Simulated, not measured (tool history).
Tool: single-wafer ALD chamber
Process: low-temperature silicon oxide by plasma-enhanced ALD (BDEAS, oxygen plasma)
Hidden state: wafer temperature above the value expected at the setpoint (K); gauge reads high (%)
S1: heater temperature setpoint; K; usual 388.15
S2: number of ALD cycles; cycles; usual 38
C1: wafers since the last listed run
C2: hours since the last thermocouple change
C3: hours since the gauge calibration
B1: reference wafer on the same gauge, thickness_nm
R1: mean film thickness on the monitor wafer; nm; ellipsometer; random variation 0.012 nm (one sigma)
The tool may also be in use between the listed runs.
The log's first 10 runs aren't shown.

-- hour=606.6 thermocouple changed; heater temperature recalibrated
run 11 hour=633.5 | S1=388.15 S2=38 | C1=159 C2=26.9 C3=1301.2 | B1=4.996 | R1=5.272
run 12 hour=704.4 | S1=388.15 S2=38 | C1=369 C2=97.8 C3=1372.1 | B1=5.000 | R1=5.281
run 13 hour=745.0 | S1=388.15 S2=38 | C1=211 C2=138.4 C3=1412.7 | B1=5.000 | R1=5.283
run 14 hour=814.5 | S1=388.15 S2=38 | C1=362 C2=207.9 C3=1482.2 | B1=5.008 | R1=5.295
-- hour=844.1 gauge calibrated
run 15 hour=867.7 | S1=388.15 S2=38 | C1=277 C2=261.1 C3=23.6 | B1=4.995 | R1=5.282
run 16 hour=898.3 | S1=388.15 S2=38 | C1=159 C2=291.7 C3=54.2 | B1=5.004 | R1=5.249
run 17 hour=955.8 | S1=393.15 S2=44 | C1=300 C2=349.2 C3=111.7 | B1=4.994 | R1=6.060
run 18 hour=1012.7 | S1=388.15 S2=38 | C1=296 C2=406.1 C3=168.6 | B1=4.997 | R1=5.281
run 19 hour=1057.9 | S1=388.15 S2=38 | C1=235 C2=451.3 C3=213.8 | B1=4.996 | R1=5.310
run 20 hour=1098.5 | S1=388.15 S2=38 | C1=211 C2=491.9 C3=254.4 | B1=4.998 | R1=5.276
run 21 hour=1163.0 | S1=402.15 S2=33 | C1=336 C2=556.4 C3=318.9 | B1=5.003 | R1=4.474
run 22 hour=1231.4 | S1=394.15 S2=45 | C1=356 C2=624.8 C3=387.3 | B1=4.997 | R1=6.192
run 23 hour=1395.4 | S1=388.15 S2=38 | C1=855 C2=788.8 C3=551.3 | B1=4.999 | R1=5.271
run 24 hour=1464.1 | S1=397.15 S2=41 | C1=358 C2=857.5 C3=620.0 | B1=5.000 | R1=5.623
run 25 hour=1490.5 | S1=400.15 S2=42 | C1=137 C2=883.9 C3=646.4 | B1=4.993 | R1=5.718
run 26 hour=1521.3 | S1=377.15 S2=33 | C1=160 C2=914.7 C3=677.2 | B1=4.996 | R1=4.669
run 27 hour=1620.3 | S1=380.15 S2=31 | C1=516 C2=1013.7 C3=776.2 | B1=4.995 | R1=4.374
run 28 hour=1646.3 | S1=402.15 S2=36 | C1=135 C2=1039.7 C3=802.2 | B1=5.001 | R1=4.889
run 29 hour=1682.3 | S1=388.15 S2=38 | C1=187 C2=1075.7 C3=838.2 | B1=5.000 | R1=5.269
run 30 hour=1729.1 | S1=396.15 S2=36 | C1=244 C2=1122.5 C3=885.0 | B1=4.995 | R1=4.956
run 31 hour=1796.5 | S1=388.15 S2=38 | C1=351 C2=1189.9 C3=952.4 | B1=5.004 | R1=5.282
run 32 hour=1940.5 | S1=374.15 S2=38 | C1=751 C2=1333.9 C3=1096.4 | B1=5.007 | R1=5.383
run 33 hour=1990.8 | S1=388.15 S2=43 | C1=262 C2=1384.2 C3=1146.7 | B1=4.998 | R1=5.981

4 ways to go on from here, each from the tool as it stands after run 33. What would each give?
run A hour=1991.3 | S1=388.15 S2=38 | C1=2 C2=1384.7 C3=1147.2 | B1=? | R1=?
run B hour=1991.3 | S1=375.15 S2=38 | C1=2 C2=1384.7 C3=1147.2 | B1=? | R1=?
run C hour=1991.3 | S1=402.15 S2=31 | C1=2 C2=1384.7 C3=1147.2 | B1=? | R1=?
run D hour=1991.3 | S1=399.15 S2=42 | C1=2 C2=1384.7 C3=1147.2 | B1=? | R1=?

run=A B1=5.004 R1=5.285
run=B B1=5.004 R1=5.398
run=C B1=5.004 R1=4.213
run=D B1=5.004 R1=5.737
Without the tool's hidden state the same runs would have given:
run=A R1=5.285
run=B R1=5.398
run=C R1=4.213
run=D R1=5.737
